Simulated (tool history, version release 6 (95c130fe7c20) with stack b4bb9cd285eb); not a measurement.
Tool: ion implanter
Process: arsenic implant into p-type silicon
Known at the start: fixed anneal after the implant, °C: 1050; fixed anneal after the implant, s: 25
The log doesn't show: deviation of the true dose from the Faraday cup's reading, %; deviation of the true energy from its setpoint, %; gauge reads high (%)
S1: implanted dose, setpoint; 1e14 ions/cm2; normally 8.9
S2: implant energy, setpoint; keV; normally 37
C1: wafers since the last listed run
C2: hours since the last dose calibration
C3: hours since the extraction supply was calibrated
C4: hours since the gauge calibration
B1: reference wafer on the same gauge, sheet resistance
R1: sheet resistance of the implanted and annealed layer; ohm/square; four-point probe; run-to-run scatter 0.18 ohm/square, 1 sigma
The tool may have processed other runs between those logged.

run 1 hour=0 | S1=8.9 S2=37 | C1=0 C2=1775.6 C3=2494.7 C4=217.4 | B1=98.04 | R1=115.61
-- hour=26.6 gauge calibrated
run 2 hour=76.1 | S1=8.9 S2=37 | C1=1367 C2=1851.7 C3=2570.8 C4=49.5 | B1=97.92 | R1=115.37
run 3 hour=99.5 | S1=10.6 S2=37 | C1=420 C2=1875.1 C3=2594.2 C4=72.9 | B1=97.96 | R1=102.32
-- hour=129.9 Faraday cup replaced and dose calibrated
run 4 hour=130.4 | S1=8.9 S2=37 | C1=411 C2=0.5 C3=2625.1 C4=103.8 | B1=97.98 | R1=119.66
run 5 hour=137 | S1=8.9 S2=37 | C1=118 C2=7.1 C3=2631.7 C4=110.4 | B1=98.1 | R1=119.41
-- hour=158.1 extraction supply calibrated
run 6 hour=167.6 | S1=8.9 S2=37 | C1=406 C2=37.7 C3=9.5 C4=141 | B1=97.94 | R1=119.55
run 7 hour=195.9 | S1=8.9 S2=37 | C1=508 C2=66 C3=37.8 C4=169.3 | B1=97.96 | R1=119.56
run 8 hour=224.7 | S1=8.9 S2=37 | C1=517 C2=94.8 C3=66.6 C4=198.1 | B1=98.03 | R1=119.3
run 9 hour=240.7 | S1=8.9 S2=37 | C1=287 C2=110.8 C3=82.6 C4=214.1 | B1=97.99 | R1=119.39
run 10 hour=259.2 | S1=6.64 S2=50 | C1=332 C2=129.3 C3=101.1 C4=232.6 | B1=98.01 | R1=142.83
run 11 hour=282.8 | S1=8.9 S2=37 | C1=424 C2=152.9 C3=124.7 C4=256.2 | B1=98.06 | R1=119.18
-- hour=289.9 gauge calibrated
run 12 hour=295.7 | S1=8.11 S2=43 | C1=231 C2=165.8 C3=137.6 C4=5.8 | B1=98.07 | R1=124.93
run 13 hour=314.3 | S1=7.19 S2=26 | C1=334 C2=184.4 C3=156.2 C4=24.4 | B1=97.98 | R1=145.67
run 14 hour=341.3 | S1=9.91 S2=28 | C1=485 C2=211.4 C3=183.2 C4=51.4 | B1=97.99 | R1=114.58
run 15 hour=367.5 | S1=8.9 S2=24.5 | C1=470 C2=237.6 C3=209.4 C4=77.6 | B1=98.05 | R1=125.3
run 16 hour=389.6 | S1=8.21 S2=45.5 | C1=397 C2=259.7 C3=231.5 C4=99.7 | B1=97.97 | R1=122.89

Below, each run's measurement less what the same run would have read without the hidden state. Both values contain the same run-to-run variation, but the gauge's scatter may not be the same in both:
run=1 R1=-3.64
run=2 R1=-3.79
run=3 R1=-3.25
run=4 R1=+0.1
run=5 R1=+0.08
run=6 R1=+0.01
run=7 R1=-0.05
run=8 R1=-0.12
run=9 R1=-0.15
run=10 R1=-0.24
run=11 R1=-0.24
run=12 R1=-0.29
run=13 R1=-0.4
run=14 R1=-0.35
run=15 R1=-0.44
run=16 R1=-0.5

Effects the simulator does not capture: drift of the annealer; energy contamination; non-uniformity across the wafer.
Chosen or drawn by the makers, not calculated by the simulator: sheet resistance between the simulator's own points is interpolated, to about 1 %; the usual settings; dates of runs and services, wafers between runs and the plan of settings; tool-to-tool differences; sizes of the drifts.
